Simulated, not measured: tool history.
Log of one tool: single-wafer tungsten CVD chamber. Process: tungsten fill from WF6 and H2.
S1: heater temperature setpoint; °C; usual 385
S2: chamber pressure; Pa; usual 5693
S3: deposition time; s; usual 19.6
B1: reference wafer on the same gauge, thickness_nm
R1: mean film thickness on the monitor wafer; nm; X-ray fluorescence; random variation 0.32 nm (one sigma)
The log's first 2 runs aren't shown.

| run | hour | S1 | S2 | S3 | B1 | R1 |
|---|---|---|---|---|---|---|
| 3 | 50.0 | 385 | 5693 | 19.6 | 65.523 | 55.968 |
| 4 | 64.3 | 385 | 5693 | 19.6 | 65.505 | 56.517 |
| 5 | 79.7 | 385 | 5693 | 19.6 | 65.424 | 56.458 |
| 6 | 103.2 | 385 | 5693 | 19.6 | 65.567 | 56.926 |
| 7 | 123.2 | 385 | 5693 | 19.6 | 65.706 | 56.345 |
| 8 | 142.1 | 385 | 5693 | 17.4 | 65.562 | 50.009 |
| 9 | 161.3 | 385 | 5693 | 19.6 | 65.685 | 56.273 |
| 10 | 187.5 | 385 | 5693 | 19.6 | 65.640 | 55.730 |
| 11 | 220.9 | 385 | 5693 | 19.6 | 65.683 | 56.120 |
|  | 237.2 | showerhead replaced |
| 12 | 250.1 | 385 | 6119 | 19.6 | 65.664 | 58.058 |
| 13 | 276.2 | 394 | 6586 | 19.6 | 65.793 | 70.356 |
| 14 | 305.2 | 385 | 7013 | 19.6 | 65.610 | 61.753 |
| 15 | 338.7 | 398 | 5693 | 19.6 | 65.755 | 71.747 |
| 16 | 354.5 | 385 | 5693 | 21.6 | 65.506 | 62.280 |
| 17 | 389.8 | 385 | 5693 | 18.2 | 65.551 | 52.264 |

Run 18 comes next. What will it give?
|  | 412.2 | gauge calibrated |
| 18 | 462.4 | 385 | 5693 | 19.6 | ? | ? |

{"run 18": {"B1": 65.674, "R1": 56.404}}
Without the tool's hidden state the same run would have given R1 56.404 nm.
